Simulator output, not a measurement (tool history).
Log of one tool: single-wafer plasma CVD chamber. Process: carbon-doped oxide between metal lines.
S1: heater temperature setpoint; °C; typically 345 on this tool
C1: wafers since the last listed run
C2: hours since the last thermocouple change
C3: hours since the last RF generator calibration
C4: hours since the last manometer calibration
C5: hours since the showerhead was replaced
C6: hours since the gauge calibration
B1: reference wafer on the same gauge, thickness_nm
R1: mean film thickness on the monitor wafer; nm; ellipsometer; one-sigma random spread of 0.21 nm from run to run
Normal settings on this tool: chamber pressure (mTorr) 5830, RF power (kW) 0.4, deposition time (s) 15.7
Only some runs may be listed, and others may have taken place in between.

run 1 day=0 | S1=345 chamber_pressure_(mTorr)=5830 RF_power_(kW)=0.4 deposition_time_(s)=15.7 | C1=0 C2=1958.5 C3=1939.6 C4=1477.1 C5=5601.4 C6=228.3 | B1=74.968 | R1=67.353
-- day=0.321 gauge calibrated
run 2 day=0.467 | S1=345 chamber_pressure_(mTorr)=5830 RF_power_(kW)=0.4 deposition_time_(s)=15.7 | C1=250 C2=1969.7 C3=1950.8 C4=1488.3 C5=5612.6 C6=3.5 | B1=74.959 | R1=67.287
run 3 day=0.754 | S1=345 chamber_pressure_(mTorr)=4990 RF_power_(kW)=0.37 deposition_time_(s)=15.7 | C1=154 C2=1976.6 C3=1957.7 C4=1495.2 C5=5619.5 C6=10.4 | B1=75.025 | R1=60.774
run 4 day=1.133 | S1=345 chamber_pressure_(mTorr)=4990 RF_power_(kW)=0.37 deposition_time_(s)=15.7 | C1=203 C2=1985.7 C3=1966.8 C4=1504.3 C5=5628.6 C6=19.5 | B1=75.002 | R1=60.975
run 5 day=1.883 | S1=345 chamber_pressure_(mTorr)=4990 RF_power_(kW)=0.37 deposition_time_(s)=15.7 | C1=402 C2=2003.7 C3=1984.8 C4=1522.3 C5=5646.6 C6=37.5 | B1=75.03 | R1=60.864
run 6 day=2.183 | S1=345 chamber_pressure_(mTorr)=5830 RF_power_(kW)=0.4 deposition_time_(s)=15.7 | C1=160 C2=2010.9 C3=1992 C4=1529.5 C5=5653.8 C6=44.7 | B1=74.981 | R1=67.23
run 7 day=2.742 | S1=345 chamber_pressure_(mTorr)=5830 RF_power_(kW)=0.4 deposition_time_(s)=15.7 | C1=299 C2=2024.3 C3=2005.4 C4=1542.9 C5=5667.2 C6=58.1 | B1=75.023 | R1=67.561
run 8 day=3.183 | S1=345 chamber_pressure_(mTorr)=5830 RF_power_(kW)=0.4 deposition_time_(s)=15.7 | C1=236 C2=2034.9 C3=2016 C4=1553.5 C5=5677.8 C6=68.7 | B1=74.97 | R1=67.083
run 9 day=3.467 | S1=345 chamber_pressure_(mTorr)=5830 RF_power_(kW)=0.4 deposition_time_(s)=15.7 | C1=151 C2=2041.7 C3=2022.8 C4=1560.3 C5=5684.6 C6=75.5 | B1=74.917 | R1=67.155
run 10 day=3.729 | S1=345 chamber_pressure_(mTorr)=5830 RF_power_(kW)=0.4 deposition_time_(s)=15.7 | C1=140 C2=2048 C3=2029.1 C4=1566.6 C5=5690.9 C6=81.8 | B1=75.006 | R1=67.445
-- day=4.358 RF generator calibrated
run 11 day=4.379 | S1=345 chamber_pressure_(mTorr)=5830 RF_power_(kW)=0.4 deposition_time_(s)=17 | C1=169 C2=2063.6 C3=0.5 C4=1582.2 C5=5706.5 C6=97.4 | B1=74.997 | R1=78.908
run 12 day=4.975 | S1=345 chamber_pressure_(mTorr)=5830 RF_power_(kW)=0.4 deposition_time_(s)=15.7 | C1=319 C2=2077.9 C3=14.8 C4=1596.5 C5=5720.8 C6=111.7 | B1=75.006 | R1=72.549
run 13 day=5.704 | S1=345 chamber_pressure_(mTorr)=5830 RF_power_(kW)=0.4 deposition_time_(s)=15.7 | C1=391 C2=2095.4 C3=32.3 C4=1614 C5=5738.3 C6=129.2 | B1=75.03 | R1=72.212
run 14 day=6.05 | S1=345 chamber_pressure_(mTorr)=5830 RF_power_(kW)=0.4 deposition_time_(s)=15.7 | C1=185 C2=2103.7 C3=40.6 C4=1622.3 C5=5746.6 C6=137.5 | B1=75.001 | R1=72.223
-- day=6.562 thermocouple changed; heater temperature recalibrated
-- day=6.612 showerhead replaced
run 15 day=6.9 | S1=336 chamber_pressure_(mTorr)=6220 RF_power_(kW)=0.44 deposition_time_(s)=13.1 | C1=249 C2=8.1 C3=61 C4=1642.7 C5=6.9 C6=157.9 | B1=75.036 | R1=68.204
-- day=7.392 capacitance manometer re-zeroed and calibrated
run 16 day=7.471 | S1=334 chamber_pressure_(mTorr)=6410 RF_power_(kW)=0.4 deposition_time_(s)=15.7 | C1=127 C2=21.8 C3=74.7 C4=1.9 C5=20.6 C6=171.6 | B1=75.003 | R1=74.881
run 17 day=7.812 | S1=345 chamber_pressure_(mTorr)=5830 RF_power_(kW)=0.4 deposition_time_(s)=15.7 | C1=183 C2=30 C3=82.9 C4=10.1 C5=28.8 C6=179.8 | B1=74.985 | R1=72.261
run 18 day=8.112 | S1=336 chamber_pressure_(mTorr)=6220 RF_power_(kW)=0.44 deposition_time_(s)=13.1 | C1=160 C2=37.2 C3=90.1 C4=17.3 C5=36 C6=187 | B1=74.987 | R1=67.899
run 19 day=8.792 | S1=345 chamber_pressure_(mTorr)=5830 RF_power_(kW)=0.455 deposition_time_(s)=15.7 | C1=364 C2=53.5 C3=106.4 C4=33.6 C5=52.3 C6=203.3 | B1=74.973 | R1=81.116
run 20 day=9.112 | S1=338 chamber_pressure_(mTorr)=5830 RF_power_(kW)=0.4 deposition_time_(s)=15.7 | C1=172 C2=61.2 C3=114.1 C4=41.3 C5=60 C6=211 | B1=75.009 | R1=73.567
run 21 day=9.433 | S1=345 chamber_pressure_(mTorr)=5830 RF_power_(kW)=0.4 deposition_time_(s)=16.6 | C1=172 C2=68.9 C3=121.8 C4=49 C5=67.7 C6=218.7 | B1=75.058 | R1=75.87
run 22 day=10.158 | S1=333 chamber_pressure_(mTorr)=4940 RF_power_(kW)=0.46 deposition_time_(s)=13.1 | C1=388 C2=86.3 C3=139.2 C4=66.4 C5=85.1 C6=236.1 | B1=74.925 | R1=68.852
-- day=10.217 gauge calibrated
run 23 day=10.504 | S1=335 chamber_pressure_(mTorr)=5830 RF_power_(kW)=0.4 deposition_time_(s)=13.7 | C1=185 C2=94.6 C3=147.5 C4=74.7 C5=93.4 C6=6.9 | B1=75.009 | R1=64.49
run 24 day=10.904 | S1=345 chamber_pressure_(mTorr)=4630 RF_power_(kW)=0.475 deposition_time_(s)=15.7 | C1=214 C2=104.2 C3=157.1 C4=84.3 C5=103 C6=16.5 | B1=74.985 | R1=81.261
run 25 day=11.579 | S1=338 chamber_pressure_(mTorr)=5010 RF_power_(kW)=0.47 deposition_time_(s)=15.7 | C1=362 C2=120.4 C3=173.3 C4=100.5 C5=119.2 C6=32.7 | B1=75.007 | R1=82.76
run 26 day=12.221 | S1=332 chamber_pressure_(mTorr)=4730 RF_power_(kW)=0.36 deposition_time_(s)=14.2 | C1=344 C2=135.8 C3=188.7 C4=115.9 C5=134.6 C6=48.1 | B1=75.033 | R1=58.222
run 27 day=12.517 | S1=355 chamber_pressure_(mTorr)=5830 RF_power_(kW)=0.4 deposition_time_(s)=15.7 | C1=158 C2=142.9 C3=195.8 C4=123 C5=141.7 C6=55.2 | B1=75.033 | R1=69.493
run 28 day=12.771 | S1=345 chamber_pressure_(mTorr)=5830 RF_power_(kW)=0.365 deposition_time_(s)=14.7 | C1=136 C2=149 C3=201.9 C4=129.1 C5=147.8 C6=61.3 | B1=74.997 | R1=60.704
run 29 day=13.15 | S1=345 chamber_pressure_(mTorr)=5830 RF_power_(kW)=0.4 deposition_time_(s)=15.7 | C1=203 C2=158.1 C3=211 C4=138.2 C5=156.9 C6=70.4 | B1=74.994 | R1=70.867

4 ways to go on from here, each from the tool as it stands after run 29. What would each give?
run A day=13.167 | S1=345 chamber_pressure_(mTorr)=5830 RF_power_(kW)=0.465 deposition_time_(s)=15.7 | C1=8 C2=158.5 C3=211.4 C4=138.6 C5=157.3 C6=70.8 | B1=? | R1=?
run B day=13.167 | S1=354 chamber_pressure_(mTorr)=5300 RF_power_(kW)=0.4 deposition_time_(s)=15.7 | C1=8 C2=158.5 C3=211.4 C4=138.6 C5=157.3 C6=70.8 | B1=? | R1=?
run C day=13.167 | S1=345 chamber_pressure_(mTorr)=6480 RF_power_(kW)=0.38 deposition_time_(s)=17.8 | C1=8 C2=158.5 C3=211.4 C4=138.6 C5=157.3 C6=70.8 | B1=? | R1=?
run D day=13.167 | S1=345 chamber_pressure_(mTorr)=6380 RF_power_(kW)=0.475 deposition_time_(s)=15.7 | C1=8 C2=158.5 C3=211.4 C4=138.6 C5=157.3 C6=70.8 | B1=? | R1=?

run=A B1=74.992 R1=82.093
run=B B1=74.992 R1=68.859
run=C B1=74.992 R1=77.432
run=D B1=74.992 R1=84.33
What these runs would have given with no unlogged condition in the tool:
run=A R1=84.517
run=B R1=71.228
run=C R1=80.19
run=D R1=86.819
